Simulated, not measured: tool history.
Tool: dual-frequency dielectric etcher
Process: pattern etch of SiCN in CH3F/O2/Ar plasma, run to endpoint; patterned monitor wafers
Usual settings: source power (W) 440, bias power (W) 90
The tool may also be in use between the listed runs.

run    hour  source power (W)  bias power (W)  wafers since the last listed run  hours since the last wet clean  hours since the last source power generator calibration  hours since the last bias power generator calibration  hours since the last upper electrode change  incoming incoming film thickness, nm  endpoint time (s)
  1       0               440              95                                 0                           554.5                                                   3903.1                                                 3675.7                                       2944.1                                  6.91               14.4
  2    74.9               440              95                               801                           629.4                                                     3978                                                 3750.6                                         3019                                  6.94               14.2
        109  -- wet clean of the chamber
  3   140.5               440              95                               445                            31.5                                                   4043.6                                                 3816.2                                       3084.6                                  6.85               14.5
  4   184.4               440              90                               469                            75.4                                                   4087.5                                                 3860.1                                       3128.5                                  6.88               14.9
  5   222.8               440              90                               410                           113.8                                                   4125.9                                                 3898.5                                       3166.9                                  6.93                 15
  6   318.1               440              90                              1019                           209.1                                                   4221.2                                                 3993.8                                       3262.2                                  6.94               14.9
  7     377               440              90                               630                             268                                                   4280.1                                                 4052.7                                       3321.1                                  6.88               14.5
  8   475.8               440              90                              1057                           366.8                                                   4378.9                                                 4151.5                                       3419.9                                  6.86               14.4
  9   515.8               440              90                               428                           406.8                                                   4418.9                                                 4191.5                                       3459.9                                   6.9               14.6
 10   570.9               440              90                               589                           461.9                                                     4474                                                 4246.6                                         3515                                  6.95               14.3
      577.9  -- source power generator calibrated
      659.2  -- wet clean of the chamber
      675.9  -- upper electrode replaced
 11   676.4               440              90                               651                            17.2                                                     98.5                                                 4352.1                                          0.5                                  6.93                 15
 12   732.1               440              90                               596                            72.9                                                    154.2                                                 4407.8                                         56.2                                  6.84                 15
 13     839               440              90                              1144                           179.8                                                    261.1                                                 4514.7                                        163.1                                  6.99               14.9
      879.8  -- bias power generator calibrated
 14   887.2               400              82                               473                             228                                                    309.3                                                    7.4                                        211.3                                  6.98               15.6
 15   939.7               440              90                               561                           280.5                                                    361.8                                                   59.9                                        263.8                                  6.85               14.5
 16   995.6               370              70                               598                           336.4                                                    417.7                                                  115.8                                        319.7                                  6.92                 16
 17  1086.7               490              83                               974                           427.5                                                    508.8                                                  206.9                                        410.8                                  6.85               14.6
 18  1166.3               350              90                               851                           507.1                                                    588.4                                                  286.5                                        490.4                                  6.92               15.2
 19    1236               470              71                               745                           576.8                                                    658.1                                                  356.2                                        560.1                                  6.87               15.1
 20  1337.9               440              90                              1090                           678.7                                                      760                                                  458.1                                          662                                  6.91               14.3
     1373.3  -- wet clean of the chamber
 21    1424               340              90                               664                            50.7                                                    846.1                                                  544.2                                        748.1                                  6.86               15.6
 22  1504.5               440              90                               861                           131.2                                                    926.6                                                  624.7                                        828.6                                  6.85               14.6
 23  1561.7               510              81                               612                           188.4                                                    983.8                                                  681.9                                        885.8                                  6.92               14.7
 24    1626               440              69                               688                           252.7                                                   1048.1                                                  746.2                                        950.1                                  6.95               15.7

The next listed run, before its measurement:
 25  1716.9               440              90                               972                           343.6                                                     1139                                                  837.1                                         1041                                  6.95                  ?

Run 25 gave endpoint time (s) 14.7.
Without the tool's hidden state the same run would have given endpoint time (s) 15.1.
